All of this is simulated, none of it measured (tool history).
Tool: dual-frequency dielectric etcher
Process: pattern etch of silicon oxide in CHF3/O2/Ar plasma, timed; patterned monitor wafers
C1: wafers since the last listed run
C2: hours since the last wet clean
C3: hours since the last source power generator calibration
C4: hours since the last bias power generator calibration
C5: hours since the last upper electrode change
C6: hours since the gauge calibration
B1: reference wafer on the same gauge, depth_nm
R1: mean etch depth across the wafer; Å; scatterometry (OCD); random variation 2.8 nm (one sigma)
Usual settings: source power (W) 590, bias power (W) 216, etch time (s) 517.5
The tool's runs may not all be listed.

run 1 hour=0 | source_power_(W)=590 bias_power_(W)=216 etch_time_(s)=517.5 | C1=0 C2=616.8 C3=1898.6 C4=4294.5 C5=1982.9 C6=450.8 | B1=1059.3 | R1=9940
run 2 hour=34.5 | source_power_(W)=590 bias_power_(W)=216 etch_time_(s)=517.5 | C1=71 C2=651.3 C3=1933.1 C4=4329 C5=2017.4 C6=485.3 | B1=1060.5 | R1=9899
-- hour=80.5 wet clean of the chamber
-- hour=100 upper electrode replaced, of another model than before
run 3 hour=100.5 | source_power_(W)=590 bias_power_(W)=216 etch_time_(s)=517.5 | C1=46 C2=20 C3=1999.1 C4=4395 C5=0.5 C6=551.3 | B1=1060.2 | R1=10167
run 4 hour=136.3 | source_power_(W)=590 bias_power_(W)=216 etch_time_(s)=606.5 | C1=74 C2=55.8 C3=2034.9 C4=4430.8 C5=36.3 C6=587.1 | B1=1060 | R1=11861
run 5 hour=151.4 | source_power_(W)=590 bias_power_(W)=216 etch_time_(s)=517.5 | C1=31 C2=70.9 C3=2050 C4=4445.9 C5=51.4 C6=602.2 | B1=1059.9 | R1=10175
-- hour=173 bias power generator calibrated
run 6 hour=176.1 | source_power_(W)=590 bias_power_(W)=216 etch_time_(s)=517.5 | C1=43 C2=95.6 C3=2074.7 C4=3.1 C5=76.1 C6=626.9 | B1=1059.8 | R1=10159
run 7 hour=202.8 | source_power_(W)=590 bias_power_(W)=216 etch_time_(s)=517.5 | C1=55 C2=122.3 C3=2101.4 C4=29.8 C5=102.8 C6=653.6 | B1=1060.5 | R1=10126
run 8 hour=221.1 | source_power_(W)=590 bias_power_(W)=216 etch_time_(s)=517.5 | C1=38 C2=140.6 C3=2119.7 C4=48.1 C5=121.1 C6=671.9 | B1=1059.7 | R1=10105
run 9 hour=249.1 | source_power_(W)=500 bias_power_(W)=216 etch_time_(s)=613.5 | C1=58 C2=168.6 C3=2147.7 C4=76.1 C5=149.1 C6=699.9 | B1=1060.1 | R1=11813
run 10 hour=274.9 | source_power_(W)=590 bias_power_(W)=216 etch_time_(s)=517.5 | C1=53 C2=194.4 C3=2173.5 C4=101.9 C5=174.9 C6=725.7 | B1=1060.1 | R1=10142
run 11 hour=307.5 | source_power_(W)=700 bias_power_(W)=169 etch_time_(s)=423.5 | C1=67 C2=227 C3=2206.1 C4=134.5 C5=207.5 C6=758.3 | B1=1059.9 | R1=7836
run 12 hour=324.5 | source_power_(W)=710 bias_power_(W)=216 etch_time_(s)=622.5 | C1=35 C2=244 C3=2223.1 C4=151.5 C5=224.5 C6=775.3 | B1=1059.9 | R1=12371
run 13 hour=336.9 | source_power_(W)=590 bias_power_(W)=216 etch_time_(s)=517.5 | C1=25 C2=256.4 C3=2235.5 C4=163.9 C5=236.9 C6=787.7 | B1=1059.8 | R1=10109
run 14 hour=349.6 | source_power_(W)=590 bias_power_(W)=216 etch_time_(s)=517.5 | C1=26 C2=269.1 C3=2248.2 C4=176.6 C5=249.6 C6=800.4 | B1=1060 | R1=10053
-- hour=351.1 gauge calibrated
run 15 hour=374.4 | source_power_(W)=450 bias_power_(W)=242 etch_time_(s)=653 | C1=51 C2=293.9 C3=2273 C4=201.4 C5=274.4 C6=23.3 | B1=1059.7 | R1=12839
run 16 hour=409.4 | source_power_(W)=730 bias_power_(W)=254 etch_time_(s)=402 | C1=72 C2=328.9 C3=2308 C4=236.4 C5=309.4 C6=58.3 | B1=1059.9 | R1=8399
run 17 hour=425.5 | source_power_(W)=590 bias_power_(W)=263 etch_time_(s)=406.5 | C1=33 C2=345 C3=2324.1 C4=252.5 C5=325.5 C6=74.4 | B1=1060.1 | R1=8344
run 18 hour=438.4 | source_power_(W)=590 bias_power_(W)=231 etch_time_(s)=517.5 | C1=26 C2=357.9 C3=2337 C4=265.4 C5=338.4 C6=87.3 | B1=1060.7 | R1=10283
run 19 hour=461.4 | source_power_(W)=590 bias_power_(W)=173 etch_time_(s)=517.5 | C1=47 C2=380.9 C3=2360 C4=288.4 C5=361.4 C6=110.3 | B1=1059.7 | R1=9421

Forecast run 20:
run 20 hour=494.4 | source_power_(W)=590 bias_power_(W)=177 etch_time_(s)=517.5 | C1=68 C2=413.9 C3=2393 C4=321.4 C5=394.4 C6=143.3 | B1=? | R1=?

B1: 1060.7
R1: 9489 Å
Without the tool's hidden state the same run would have given R1 9646 Å.
